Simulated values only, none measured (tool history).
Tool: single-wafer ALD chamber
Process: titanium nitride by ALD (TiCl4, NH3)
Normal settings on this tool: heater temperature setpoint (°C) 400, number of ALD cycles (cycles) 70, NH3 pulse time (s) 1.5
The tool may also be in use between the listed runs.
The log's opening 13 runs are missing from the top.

run	day	heater temperature setpoint (°C)	number of ALD cycles (cycles)	NH3 pulse time (s)	wafers since the last listed run	hours since the last thermocouple change	hours since the showerhead was replaced	hours since the gauge calibration	read-back reference wafer on the same gauge, thickness_nm	mean film thickness on the monitor wafer (nm)
14	16.292	394	70	1.5	59	1107.3	2822.7	14.8	1.384	1.678
15	17.038	390	70	1.79	86	1125.2	2840.6	32.7	1.384	1.684
16	17.571	390	70	1.79	62	1138	2853.4	45.5	1.385	1.691
17	21.596	390	70	1.79	469	1234.6	2950	142.1	1.389	1.697
18	22.312	400	63	1.5	83	1251.8	2967.2	159.3	1.39	1.529
19	23	389	70	1.5	80	1268.3	2983.7	175.8	1.39	1.674
20	24.312	409	59	1.82	152	1299.8	3015.2	207.3	1.39	1.453
21	25.162	400	70	1.15	99	1320.2	3035.6	227.7	1.391	1.676
22	26.479	411	70	1.5	153	1351.8	3067.2	259.3	1.392	1.714
23	27.292	411	70	1.13	94	1371.3	3086.7	278.8	1.393	1.695
# day 28.312: showerhead replaced
24	28.754	400	70	1.5	131	1406.4	10.6	313.9	1.392	1.71
25	29.825	395	60	1.5	124	1432.1	36.3	339.6	1.394	1.454
26	31.042	412	83	1.5	141	1461.3	65.5	368.8	1.394	2.033

Run 27 has not been measured yet. What should we expect?
# day 31.562: thermocouple changed; heater temperature recalibrated
27	32.275	407	74	1.27	104	17.1	95.1	398.4	?	?

read-back reference wafer on the same gauge, thickness_nm: 1.395
mean film thickness on the monitor wafer (nm): 1.797
Minus the tool's unlogged condition, the same run would have read mean film thickness on the monitor wafer (nm) 1.778.

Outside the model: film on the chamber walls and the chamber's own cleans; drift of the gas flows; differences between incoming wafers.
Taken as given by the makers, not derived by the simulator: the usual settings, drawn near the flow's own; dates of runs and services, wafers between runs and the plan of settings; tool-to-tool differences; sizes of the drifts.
